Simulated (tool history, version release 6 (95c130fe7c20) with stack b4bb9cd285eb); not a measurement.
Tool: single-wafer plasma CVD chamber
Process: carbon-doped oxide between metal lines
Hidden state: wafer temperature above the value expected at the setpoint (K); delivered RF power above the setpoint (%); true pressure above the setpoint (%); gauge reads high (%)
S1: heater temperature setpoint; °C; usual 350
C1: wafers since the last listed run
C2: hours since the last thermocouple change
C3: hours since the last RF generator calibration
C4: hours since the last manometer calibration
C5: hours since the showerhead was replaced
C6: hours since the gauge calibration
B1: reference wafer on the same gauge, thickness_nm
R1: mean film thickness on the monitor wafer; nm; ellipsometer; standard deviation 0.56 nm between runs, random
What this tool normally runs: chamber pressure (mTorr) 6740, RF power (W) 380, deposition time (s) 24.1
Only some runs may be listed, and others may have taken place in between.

Run 1, hour 0: usual settings; C1 0; C2 584.8; C3 984.3; C4 782; C5 6519.2; C6 55.6; B1 111.067. Result: R1 103.86 nm.
Run 2, hour 44.8: usual settings; C1 1318; C2 629.6; C3 1029.1; C4 826.8; C5 6564; C6 100.4; B1 110.99. Result: R1 103.958 nm.
Run 3, hour 108.1: usual settings but deposition time (s) 25.8; C1 1863; C2 692.9; C3 1092.4; C4 890.1; C5 6627.3; C6 163.7; B1 111.049. Result: R1 111.243 nm.
Run 4, hour 149.1: usual settings but deposition time (s) 25.8; C1 1206; C2 733.9; C3 1133.4; C4 931.1; C5 6668.3; C6 204.7; B1 110.923. Result: R1 110.37 nm.
Run 5, hour 201.5: usual settings but deposition time (s) 25.8; C1 1542; C2 786.3; C3 1185.8; C4 983.5; C5 6720.7; C6 257.1; B1 111.02. Result: R1 110.69 nm.
Run 6, hour 232.8: usual settings; C1 921; C2 817.6; C3 1217.1; C4 1014.8; C5 6752; C6 288.4; B1 110.954. Result: R1 103.448 nm.
Run 7, hour 299.8: usual settings; C1 1972; C2 884.6; C3 1284.1; C4 1081.8; C5 6819; C6 355.4; B1 111.013. Result: R1 102.428 nm.
Run 8, hour 324.1: usual settings but deposition time (s) 22.9; C1 715; C2 908.9; C3 1308.4; C4 1106.1; C5 6843.3; C6 379.7; B1 111.123. Result: R1 97.801 nm.
Run 9, hour 360: usual settings; C1 1056; C2 944.8; C3 1344.3; C4 1142; C5 6879.2; C6 415.6; B1 111.161. Result: R1 103.228 nm.
Run 10, hour 406: usual settings; C1 1354; C2 990.8; C3 1390.3; C4 1188; C5 6925.2; C6 461.6; B1 110.938. Result: R1 102.708 nm.
At hour 450.5: capacitance manometer re-zeroed and calibrated.
Run 11, hour 451: usual settings; C1 1089; C2 1035.8; C3 1435.3; C4 0.5; C5 6970.2; C6 506.6; B1 110.971. Result: R1 103.613 nm.
At hour 501.5: thermocouple changed; heater temperature recalibrated.
Run 12, hour 518.3: usual settings but S1 338 °C, chamber pressure (mTorr) 8020, RF power (W) 325, deposition time (s) 19.7; C1 1745; C2 16.8; C3 1502.6; C4 67.8; C5 7037.5; C6 573.9; B1 111.094. Result: R1 80.962 nm.
Run 13, hour 554: usual settings but S1 336 °C; C1 1050; C2 52.5; C3 1538.3; C4 103.5; C5 7073.2; C6 609.6; B1 111.03. Result: R1 106.423 nm.
At hour 579.6: gauge calibrated.
Run 14, hour 624: usual settings but RF power (W) 310, deposition time (s) 21.9; C1 2060; C2 122.5; C3 1608.3; C4 173.5; C5 7143.2; C6 44.4; B1 111.013. Result: R1 83.31 nm.
Run 15, hour 671.2: usual settings but chamber pressure (mTorr) 8390, deposition time (s) 25.5; C1 1389; C2 169.7; C3 1655.5; C4 220.7; C5 7190.4; C6 91.6; B1 111.012. Result: R1 108.419 nm.
Run 16, hour 712.5: usual settings but RF power (W) 445; C1 1215; C2 211; C3 1696.8; C4 262; C5 7231.7; C6 132.9; B1 111.081. Result: R1 110.927 nm.
Run 17, hour 752.1: usual settings; C1 1165; C2 250.6; C3 1736.4; C4 301.6; C5 7271.3; C6 172.5; B1 110.979. Result: R1 101.082 nm.
At hour 777.1: showerhead replaced.
At hour 782.4: RF generator calibrated.
Run 18, hour 805.6: usual settings; C1 1181; C2 304.1; C3 23.2; C4 355.1; C5 28.5; C6 226; B1 111.094. Result: R1 106.488 nm.
Run 19, hour 857.2: usual settings but chamber pressure (mTorr) 6180; C1 1518; C2 355.7; C3 74.8; C4 406.7; C5 80.1; C6 277.6; B1 111.081. Result: R1 106.911 nm.
Run 20, hour 904.2: usual settings but S1 341 °C, chamber pressure (mTorr) 6210, RF power (W) 335, deposition time (s) 28.1; C1 1383; C2 402.7; C3 121.8; C4 453.7; C5 127.1; C6 324.6; B1 111.021. Result: R1 120.86 nm.
Run 21, hour 940.5: usual settings but RF power (W) 330; C1 1068; C2 439; C3 158.1; C4 490; C5 163.4; C6 360.9; B1 111.019. Result: R1 99.667 nm.
Run 22, hour 1005.5: usual settings but S1 340 °C, chamber pressure (mTorr) 5910, RF power (W) 420, deposition time (s) 20.2; C1 1913; C2 504; C3 223.1; C4 555; C5 228.4; C6 425.9; B1 111.001. Result: R1 97.307 nm.

Run-by-run hidden state of the tool:
wafer temperature above the value expected at the setpoint (K): 0 at every run
true pressure above the setpoint (%): 0 at every run
gauge reads high (%): 0 at every run
H1: delivered RF power above the setpoint (%)
run      H1
  1   -5.97
  2    -6.2
  3   -6.51
  4   -6.72
  5   -6.98
  6   -7.13
  7   -7.46
  8   -7.58
  9   -7.76
 10   -7.99
 11   -8.21
 12   -8.55
 13   -8.73
 14   -9.07
 15   -9.31
 16   -9.51
 17   -9.71
 18  -0.429
 19  -0.685
 20  -0.918
 21    -1.1
 22   -1.42
